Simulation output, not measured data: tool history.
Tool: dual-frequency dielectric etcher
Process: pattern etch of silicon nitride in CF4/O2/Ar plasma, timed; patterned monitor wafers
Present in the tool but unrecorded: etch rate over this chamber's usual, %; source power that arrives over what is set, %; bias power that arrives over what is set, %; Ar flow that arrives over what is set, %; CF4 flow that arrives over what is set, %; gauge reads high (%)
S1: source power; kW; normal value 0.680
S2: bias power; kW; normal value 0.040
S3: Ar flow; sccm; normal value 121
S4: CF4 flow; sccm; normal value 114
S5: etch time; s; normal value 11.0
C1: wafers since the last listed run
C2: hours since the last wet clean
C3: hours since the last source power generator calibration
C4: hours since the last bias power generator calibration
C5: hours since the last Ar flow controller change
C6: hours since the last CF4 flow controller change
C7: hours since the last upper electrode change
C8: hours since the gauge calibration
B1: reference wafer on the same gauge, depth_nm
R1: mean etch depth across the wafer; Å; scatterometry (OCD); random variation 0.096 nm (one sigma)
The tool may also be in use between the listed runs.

run,day,S1,S2,S3,S4,S5,C1,C2,C3,C4,C5,C6,C7,C8,B1,R1
1,0.000,0.680,0.040,121,114,11.0,0,349.6,1496.7,3053.3,1757.2,2187.6,4373.2,432.0,25.38,238.0
2,0.892,0.680,0.040,121,114,11.0,354,371.0,1518.1,3074.7,1778.6,2209.0,4394.6,453.4,25.38,238.0
# day 1.267: gauge calibrated
3,2.000,0.680,0.040,121,114,11.0,440,397.6,1544.7,3101.3,1805.2,2235.6,4421.2,17.6,25.41,237.0
4,2.833,0.680,0.040,121,114,11.0,331,417.6,1564.7,3121.3,1825.2,2255.6,4441.2,37.6,25.41,236.0
5,3.629,0.680,0.040,107,114,11.0,316,436.7,1583.8,3140.4,1844.3,2274.7,4460.3,56.7,25.40,242.5
6,4.988,0.680,0.040,121,114,11.0,539,469.3,1616.4,3173.0,1876.9,2307.3,4492.9,89.3,25.40,235.6
7,5.567,0.680,0.040,121,114,11.0,230,483.2,1630.3,3186.9,1890.8,2321.2,4506.8,103.2,25.41,234.6
8,8.762,0.680,0.040,121,114,11.0,1269,559.9,1707.0,3263.6,1967.5,2397.9,4583.5,179.9,25.40,235.1
# day 10.438: source power generator calibrated
# day 11.446: CF4 flow controller replaced
# day 11.479: wet clean of the chamber
9,11.950,0.680,0.040,121,114,11.0,1087,11.3,36.3,3340.1,2044.0,12.1,4660.0,256.4,25.40,242.0
# day 13.258: upper electrode replaced
10,13.279,0.680,0.040,140,114,11.0,130,43.2,68.2,3372.0,2075.9,44.0,0.5,288.3,25.39,233.9
# day 14.408: bias power generator calibrated
11,14.429,0.680,0.040,140,114,11.0,390,70.8,95.8,0.5,2103.5,71.6,28.1,315.9,25.41,235.4
12,15.433,0.680,0.040,147,142,9.0,399,94.9,119.9,24.6,2127.6,95.7,52.2,340.0,25.43,193.1
13,16.667,0.680,0.045,121,101,11.0,490,124.5,149.5,54.2,2157.2,125.3,81.8,369.6,25.38,244.5
# day 17.196: Ar flow controller replaced
14,17.779,0.680,0.040,105,130,9.0,342,151.2,176.2,80.9,14.0,152.0,108.5,396.3,25.39,203.5
# day 20.242: gauge calibrated
15,20.754,0.680,0.049,121,98,11.0,1182,222.6,247.6,152.3,85.4,223.4,179.9,12.3,25.40,248.8

Run 16 comes next. What will it give?
16,21.671,0.840,0.040,121,114,14.5,364,244.6,269.6,174.3,107.4,245.4,201.9,34.3,?,?

B1: 25.41
R1: 362.3 Å
Had the tool carried no hidden state, the very same run would have given R1 367.5 Å.
